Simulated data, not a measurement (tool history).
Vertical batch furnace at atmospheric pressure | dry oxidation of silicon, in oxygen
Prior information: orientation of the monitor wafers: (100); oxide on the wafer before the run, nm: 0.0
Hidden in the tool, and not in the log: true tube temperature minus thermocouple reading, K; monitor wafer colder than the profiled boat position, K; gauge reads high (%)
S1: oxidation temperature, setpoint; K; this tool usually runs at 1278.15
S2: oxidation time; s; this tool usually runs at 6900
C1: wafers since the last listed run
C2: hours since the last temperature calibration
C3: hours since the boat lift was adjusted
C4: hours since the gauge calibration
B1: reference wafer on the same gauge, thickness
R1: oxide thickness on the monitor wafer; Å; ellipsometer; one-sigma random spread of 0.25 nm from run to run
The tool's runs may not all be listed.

| run | day | S1 | S2 | C1 | C2 | C3 | C4 | B1 | R1 |
|---|---|---|---|---|---|---|---|---|---|
| 1 | 0.000 | 1278.15 | 5940 | 0 | 3195.5 | 3246.5 | 427.1 | 74.69 | 816.9 |
| 2 | 1.933 | 1278.15 | 5940 | 323 | 3241.9 | 3292.9 | 473.5 | 74.68 | 814.2 |
| 3 | 4.196 | 1278.15 | 5940 | 378 | 3296.2 | 3347.2 | 527.8 | 74.66 | 814.6 |
| 4 | 6.550 | 1278.15 | 6900 | 394 | 3352.7 | 3403.7 | 584.3 | 74.75 | 905.5 |
| 5 | 9.496 | 1278.15 | 6900 | 493 | 3423.4 | 3474.4 | 655.0 | 74.70 | 904.7 |
| 6 | 12.133 | 1294.15 | 6900 | 441 | 3486.7 | 3537.7 | 718.3 | 74.70 | 1047.6 |
| 7 | 13.725 | 1294.15 | 6900 | 266 | 3524.9 | 3575.9 | 756.5 | 74.68 | 1046.8 |
| 8 | 15.904 | 1294.15 | 6900 | 364 | 3577.2 | 3628.2 | 808.8 | 74.69 | 1041.0 |
| 9 | 17.954 | 1278.15 | 6900 | 343 | 3626.4 | 3677.4 | 858.0 | 74.73 | 901.4 |
| 10 | 19.012 | 1278.15 | 6900 | 177 | 3651.8 | 3702.8 | 883.4 | 74.65 | 903.6 |
| 11 | 20.671 | 1278.15 | 5820 | 277 | 3691.6 | 3742.6 | 923.2 | 74.75 | 801.6 |
| 12 | 23.083 | 1278.15 | 5490 | 403 | 3749.5 | 3800.5 | 981.1 | 74.71 | 769.9 |
| 13 | 26.079 | 1278.15 | 5490 | 501 | 3821.4 | 3872.4 | 1053.0 | 74.65 | 775.2 |
| 14 | 28.808 | 1278.15 | 6900 | 456 | 3886.9 | 3937.9 | 1118.5 | 74.73 | 897.3 |
| 15 | 30.254 | 1278.15 | 6900 | 242 | 3921.6 | 3972.6 | 1153.2 | 74.68 | 897.6 |
| 16 | 31.583 | 1278.15 | 6900 | 222 | 3953.5 | 4004.5 | 1185.1 | 74.70 | 904.3 |
| 17 | 32.846 | 1278.15 | 6900 | 211 | 3983.8 | 4034.8 | 1215.4 | 74.72 | 898.0 |
|  | 34.608 | gauge calibrated |
| 18 | 34.850 | 1278.15 | 6900 | 335 | 4031.9 | 4082.9 | 5.8 | 74.68 | 900.8 |
| 19 | 36.004 | 1278.15 | 6900 | 193 | 4059.6 | 4110.6 | 33.5 | 74.65 | 902.0 |
| 20 | 37.379 | 1262.15 | 8040 | 230 | 4092.6 | 4143.6 | 66.5 | 74.72 | 855.2 |
|  | 39.429 | boat lift adjusted |
| 21 | 39.925 | 1278.15 | 10020 | 258 | 4153.7 | 11.9 | 127.6 | 74.74 | 1203.6 |
| 22 | 40.971 | 1278.15 | 10020 | 175 | 4178.8 | 37.0 | 152.7 | 74.70 | 1189.8 |
| 23 | 42.333 | 1278.15 | 6900 | 228 | 4211.5 | 69.7 | 185.4 | 74.71 | 927.6 |
| 24 | 44.671 | 1294.15 | 5040 | 391 | 4267.6 | 125.8 | 241.5 | 74.67 | 867.7 |
| 25 | 46.054 | 1300.15 | 9000 | 231 | 4300.8 | 159.0 | 274.7 | 74.69 | 1354.9 |
|  | 47.346 | thermocouples replaced and temperature profile calibrated |
| 26 | 47.417 | 1278.15 | 6900 | 60 | 1.7 | 191.7 | 307.4 | 74.72 | 897.5 |
| 27 | 49.812 | 1278.15 | 3900 | 401 | 59.2 | 249.2 | 364.9 | 74.70 | 610.5 |
| 28 | 51.046 | 1278.15 | 6900 | 206 | 88.8 | 278.8 | 394.5 | 74.64 | 897.0 |
| 29 | 53.879 | 1294.15 | 6900 | 474 | 156.8 | 346.8 | 462.5 | 74.68 | 1039.4 |
| 30 | 56.492 | 1301.15 | 6900 | 437 | 219.5 | 409.5 | 525.2 | 74.73 | 1111.6 |
| 31 | 58.992 | 1278.15 | 6900 | 418 | 279.5 | 469.5 | 585.2 | 74.74 | 895.6 |
| 32 | 61.183 | 1291.15 | 6900 | 366 | 332.1 | 522.1 | 637.8 | 74.71 | 1011.0 |
| 33 | 62.200 | 1295.15 | 3450 | 170 | 356.5 | 546.5 | 662.2 | 74.66 | 662.3 |
| 34 | 65.096 | 1255.15 | 10050 | 484 | 426.0 | 616.0 | 731.7 | 74.68 | 939.4 |
| 35 | 66.200 | 1263.15 | 9150 | 184 | 452.5 | 642.5 | 758.2 | 74.69 | 946.5 |
| 36 | 67.429 | 1271.15 | 9120 | 205 | 482.0 | 672.0 | 787.7 | 74.75 | 1016.0 |

Some steps in R1 between neighbouring runs. How much of each would the tool show without its hidden state too (settings, what came in, random variation), and how much is left for the hidden state, with any gauge scatter that isn't in both results?
Run 20 -> 21: S1 1262.15 -> 1278.15, S2 8040 -> 10020, boat lift adjusted. R1 +348.4 Å: hidden state +36.2, all else +312.2.
Run 24 -> 25: S1 1294.15 -> 1300.15, S2 5040 -> 9000. R1 +487.2 Å: hidden state +15.1, all else +472.1.
Run 25 -> 26: S1 1300.15 -> 1278.15, S2 9000 -> 6900, thermocouples replaced and temperature profile calibrated. R1 -457.4 Å: hidden state -46.2, all else -411.2.
Run 32 -> 33: S1 1291.15 -> 1295.15, S2 6900 -> 3450. R1 -348.7 Å: hidden state -1.3, all else -347.4.
